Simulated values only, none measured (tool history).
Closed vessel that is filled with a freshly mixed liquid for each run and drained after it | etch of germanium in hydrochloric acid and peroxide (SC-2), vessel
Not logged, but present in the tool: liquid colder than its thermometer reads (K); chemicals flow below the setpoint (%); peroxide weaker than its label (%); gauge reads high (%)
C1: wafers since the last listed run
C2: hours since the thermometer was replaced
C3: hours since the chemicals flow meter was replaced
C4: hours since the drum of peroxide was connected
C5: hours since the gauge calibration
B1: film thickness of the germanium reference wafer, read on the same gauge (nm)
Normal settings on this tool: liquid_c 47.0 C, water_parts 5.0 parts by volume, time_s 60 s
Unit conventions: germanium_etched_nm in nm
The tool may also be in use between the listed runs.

run 1 hour=0.0 | liquid_c=47.0 water_parts=5.0 time_s=50 | C1=0 C2=1947.8 C3=1084.9 C4=437.1 C5=329.9 | B1=49.98 | germanium_etched_nm=70.20
run 2 hour=12.9 | liquid_c=47.0 water_parts=5.0 time_s=60 | C1=1282 C2=1960.7 C3=1097.8 C4=450.0 C5=342.8 | B1=50.02 | germanium_etched_nm=84.09
run 3 hour=30.3 | liquid_c=47.0 water_parts=5.0 time_s=60 | C1=1729 C2=1978.1 C3=1115.2 C4=467.4 C5=360.2 | B1=50.00 | germanium_etched_nm=84.22
run 4 hour=46.0 | liquid_c=47.0 water_parts=5.0 time_s=60 | C1=1560 C2=1993.8 C3=1130.9 C4=483.1 C5=375.9 | B1=50.02 | germanium_etched_nm=84.60
run 5 hour=59.1 | liquid_c=47.0 water_parts=6.5 time_s=60 | C1=1302 C2=2006.9 C3=1144.0 C4=496.2 C5=389.0 | B1=50.01 | germanium_etched_nm=83.55
run 6 hour=76.0 | liquid_c=47.0 water_parts=6.5 time_s=60 | C1=1680 C2=2023.8 C3=1160.9 C4=513.1 C5=405.9 | B1=50.01 | germanium_etched_nm=83.40
run 7 hour=89.4 | liquid_c=47.0 water_parts=5.0 time_s=60 | C1=1332 C2=2037.2 C3=1174.3 C4=526.5 C5=419.3 | B1=50.00 | germanium_etched_nm=84.00
run 8 hour=98.3 | liquid_c=45.0 water_parts=5.0 time_s=60 | C1=884 C2=2046.1 C3=1183.2 C4=535.4 C5=428.2 | B1=50.00 | germanium_etched_nm=78.58
run 9 hour=130.8 | liquid_c=45.0 water_parts=5.0 time_s=60 | C1=3231 C2=2078.6 C3=1215.7 C4=567.9 C5=460.7 | B1=49.99 | germanium_etched_nm=78.52
run 10 hour=147.2 | liquid_c=45.0 water_parts=5.0 time_s=60 | C1=1630 C2=2095.0 C3=1232.1 C4=584.3 C5=477.1 | B1=50.01 | germanium_etched_nm=78.44
run 11 hour=160.3 | liquid_c=47.0 water_parts=5.0 time_s=60 | C1=1302 C2=2108.1 C3=1245.2 C4=597.4 C5=490.2 | B1=49.98 | germanium_etched_nm=83.97
run 12 hour=172.7 | liquid_c=47.0 water_parts=5.0 time_s=60 | C1=1232 C2=2120.5 C3=1257.6 C4=609.8 C5=502.6 | B1=50.03 | germanium_etched_nm=83.73
run 13 hour=185.2 | liquid_c=47.0 water_parts=5.0 time_s=60 | C1=1242 C2=2133.0 C3=1270.1 C4=622.3 C5=515.1 | B1=49.99 | germanium_etched_nm=83.56
-- hour=185.5 gauge calibrated
run 14 hour=191.7 | liquid_c=44.0 water_parts=5.0 time_s=50 | C1=646 C2=2139.5 C3=1276.6 C4=628.8 C5=6.2 | B1=49.98 | germanium_etched_nm=62.95
run 15 hour=201.9 | liquid_c=51.5 water_parts=4.0 time_s=80 | C1=1014 C2=2149.7 C3=1286.8 C4=639.0 C5=16.4 | B1=49.99 | germanium_etched_nm=129.71
run 16 hour=216.9 | liquid_c=47.0 water_parts=4.0 time_s=60 | C1=1491 C2=2164.7 C3=1301.8 C4=654.0 C5=31.4 | B1=49.96 | germanium_etched_nm=84.07
run 17 hour=225.7 | liquid_c=47.0 water_parts=5.0 time_s=60 | C1=874 C2=2173.5 C3=1310.6 C4=662.8 C5=40.2 | B1=50.05 | germanium_etched_nm=83.75
run 18 hour=234.5 | liquid_c=47.0 water_parts=5.0 time_s=30 | C1=874 C2=2182.3 C3=1319.4 C4=671.6 C5=49.0 | B1=50.00 | germanium_etched_nm=41.86
-- hour=250.1 chemicals flow meter replaced
run 19 hour=250.6 | liquid_c=47.0 water_parts=5.0 time_s=60 | C1=1501 C2=2198.4 C3=0.5 C4=687.7 C5=65.1 | B1=50.01 | germanium_etched_nm=83.70
-- hour=256.0 new drum of peroxide connected
run 20 hour=262.3 | liquid_c=37.0 water_parts=6.0 time_s=60 | C1=1063 C2=2210.1 C3=12.2 C4=6.3 C5=76.8 | B1=50.01 | germanium_etched_nm=58.92
run 21 hour=275.0 | liquid_c=37.5 water_parts=4.0 time_s=60 | C1=1262 C2=2222.8 C3=24.9 C4=19.0 C5=89.5 | B1=50.00 | germanium_etched_nm=60.09
run 22 hour=290.2 | liquid_c=47.0 water_parts=7.0 time_s=60 | C1=1511 C2=2238.0 C3=40.1 C4=34.2 C5=104.7 | B1=49.97 | germanium_etched_nm=82.61
run 23 hour=306.0 | liquid_c=42.5 water_parts=4.0 time_s=50 | C1=1570 C2=2253.8 C3=55.9 C4=50.0 C5=120.5 | B1=49.99 | germanium_etched_nm=59.81
-- hour=314.4 thermometer replaced
run 24 hour=319.5 | liquid_c=51.5 water_parts=7.0 time_s=40 | C1=1242 C2=5.1 C3=69.4 C4=63.5 C5=134.0 | B1=49.99 | germanium_etched_nm=68.07
run 25 hour=328.4 | liquid_c=47.0 water_parts=4.0 time_s=60 | C1=884 C2=14.0 C3=78.3 C4=72.4 C5=142.9 | B1=50.03 | germanium_etched_nm=89.53
run 26 hour=339.7 | liquid_c=47.0 water_parts=5.0 time_s=60 | C1=1123 C2=25.3 C3=89.6 C4=83.7 C5=154.2 | B1=50.02 | germanium_etched_nm=89.23

Predict the results of run 27:
run 27 hour=354.9 | liquid_c=52.5 water_parts=4.5 time_s=70 | C1=1511 C2=40.5 C3=104.8 C4=98.9 C5=169.4 | B1=? | germanium_etched_nm=?

Run 27 came out at B1 49.98, germanium_etched_nm 124.43 nm.
The same run, on a tool lacking any hidden state, would have yielded germanium_etched_nm 126.95 nm.

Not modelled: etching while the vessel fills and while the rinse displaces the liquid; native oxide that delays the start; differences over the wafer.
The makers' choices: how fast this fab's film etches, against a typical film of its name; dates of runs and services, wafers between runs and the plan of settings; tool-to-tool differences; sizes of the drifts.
